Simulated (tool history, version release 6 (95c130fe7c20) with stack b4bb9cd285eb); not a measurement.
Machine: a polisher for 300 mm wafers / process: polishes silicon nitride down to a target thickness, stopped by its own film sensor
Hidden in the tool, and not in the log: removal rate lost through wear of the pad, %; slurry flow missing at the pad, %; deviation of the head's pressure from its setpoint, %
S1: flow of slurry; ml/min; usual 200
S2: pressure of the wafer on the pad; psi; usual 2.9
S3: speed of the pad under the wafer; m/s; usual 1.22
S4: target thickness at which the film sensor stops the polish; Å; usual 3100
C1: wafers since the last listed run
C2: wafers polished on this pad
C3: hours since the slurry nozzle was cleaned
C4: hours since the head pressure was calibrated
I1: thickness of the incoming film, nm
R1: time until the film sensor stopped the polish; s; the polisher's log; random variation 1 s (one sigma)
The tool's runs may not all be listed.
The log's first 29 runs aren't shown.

Run 30, day 58.438: usual settings; C1 179; C2 965; C3 293.2; C4 451.5; I1 505.9. Result: R1 119.2 s.
Run 31, day 59.554: usual settings but S1 140 ml/min, S2 3.9 psi, S4 2530 Å; C1 161; C2 1126; C3 320; C4 478.3; I1 503.5. Result: R1 132.2 s.
Run 32, day 61.4: usual settings but S1 160 ml/min; C1 266; C2 1393; C3 364.3; C4 522.6; I1 507.2. Result: R1 123.8 s.
Run 33, day 62.421: usual settings; C1 147; C2 1540; C3 388.8; C4 547.1; I1 508.3. Result: R1 121.8 s.
At day 64.054: slurry nozzle cleaned.
Run 34, day 64.075: usual settings; C1 232; C2 1773; C3 0.5; C4 586.8; I1 514.2. Result: R1 124.3 s.
Run 35, day 66.612: usual settings but S2 3.3 psi, S3 1.38 m/s; C1 366; C2 2139; C3 61.4; C4 647.7; I1 512.5. Result: R1 103.9 s.
At day 68.088: worn pad replaced by a new one.
Run 36, day 68.108: usual settings; C1 191; C2 2; C3 97.3; C4 683.6; I1 509.2. Result: R1 120.6 s.
Run 37, day 70.962: usual settings but S1 175 ml/min, S4 2470 Å; C1 411; C2 414; C3 165.8; C4 752.1; I1 503.8. Result: R1 159.4 s.
Run 38, day 72.317: usual settings but S1 150 ml/min, S2 2 psi, S4 2420 Å; C1 195; C2 610; C3 198.3; C4 784.6; I1 517.3. Result: R1 220.1 s.

Here are 3 independent what-if runs from the current tool condition. What would each one return?
Run A, day 72.338: usual settings; C1 3; C2 613; C3 198.8; C4 785.1; I1 502.4. Result: R1 ?.
Run B, day 72.338: usual settings but S2 2.5 psi, S3 0.82 m/s; C1 3; C2 613; C3 198.8; C4 785.1; I1 502.4. Result: R1 ?.
Run C, day 72.338: usual settings but S1 255 ml/min, S2 2.1 psi, S3 1.02 m/s, S4 3520 Å; C1 3; C2 613; C3 198.8; C4 785.1; I1 502.4. Result: R1 ?.

run     R1
  A  116.7
  B    168
  C  121.9
Stripped of hidden state, with their random variation kept, the same runs would have yielded:
run     R1
  A  116.7
  B    168
  C  121.9
